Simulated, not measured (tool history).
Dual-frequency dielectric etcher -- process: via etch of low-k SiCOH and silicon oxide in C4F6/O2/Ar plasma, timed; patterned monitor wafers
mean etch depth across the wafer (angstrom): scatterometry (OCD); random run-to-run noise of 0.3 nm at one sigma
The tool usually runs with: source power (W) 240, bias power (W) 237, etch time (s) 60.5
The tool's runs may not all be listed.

run,day,source power (W),bias power (W),etch time (s),"read-back reference wafer on the same gauge, depth_nm",mean etch depth across the wafer (angstrom)
1,0,240,237,60.5,168,1444
2,1.371,240,237,60.5,167.9,1432
3,1.988,240,237,60.5,168,1436
4,2.733,240,237,60.5,168.1,1435
5,4.025,240,210,48,168,1089
6,4.808,240,237,60.5,168.2,1434
7,5.333,240,237,60.5,168.1,1433
8,6.588,240,237,60.5,168,1429
9,7.471,280,237,60.5,168.1,1513
10,8.546,240,237,50.5,168.1,1187
# day 9.171: gauge calibrated
11,9.596,260,237,60.5,167.9,1470
12,10.879,260,237,60.5,168.2,1465
13,11.754,240,237,60.5,168.1,1418
# day 13.412: wet clean of the chamber
14,13.433,240,237,60.5,167.9,1457
15,13.967,200,269,44.5,168,1050
16,14.688,240,271,60.5,167.9,1528
17,16.088,300,195,67,168,1655
# day 16.888: source power generator calibrated
18,17.212,240,237,60.5,168,1458
19,17.896,200,269,44.5,168,1040
20,18.429,240,237,60.5,168,1450
# day 19.879: upper electrode replaced
21,19.9,190,257,78,167.9,1760
22,20.896,240,237,48.5,168,1163
23,21.783,240,207,60.5,167.9,1389
# day 22.054: bias power generator calibrated
24,22.892,290,284,46,168,1261
25,23.792,240,237,78,168,1868
26,24.529,240,237,60.5,168.1,1446
27,25.621,210,237,60.5,168.2,1375
28,26.121,280,221,70.5,168,1747
29,27.533,240,271,60.5,168,1513
30,28.517,240,207,60.5,167.9,1378

State the hidden condition of the tool at each of the runs:
source power that arrives over what is set, %: 0 across all the runs
bias power that arrives over what is set, %: 0 across all the runs
gauge reads high (%): 0 across all the runs
H1: etch rate over this chamber's usual, %
run,H1
1,-1.04
2,-1.17
3,-1.23
4,-1.31
5,-1.43
6,-1.51
7,-1.56
8,-1.68
9,-1.77
10,-1.87
11,-1.98
12,-2.1
13,-2.19
14,0.617
15,0.565
16,0.495
17,0.358
18,0.248
19,0.182
20,0.13
21,-0.014
22,-0.111
23,-0.198
24,-0.306
25,-0.394
26,-0.466
27,-0.572
28,-0.621
29,-0.759
30,-0.855

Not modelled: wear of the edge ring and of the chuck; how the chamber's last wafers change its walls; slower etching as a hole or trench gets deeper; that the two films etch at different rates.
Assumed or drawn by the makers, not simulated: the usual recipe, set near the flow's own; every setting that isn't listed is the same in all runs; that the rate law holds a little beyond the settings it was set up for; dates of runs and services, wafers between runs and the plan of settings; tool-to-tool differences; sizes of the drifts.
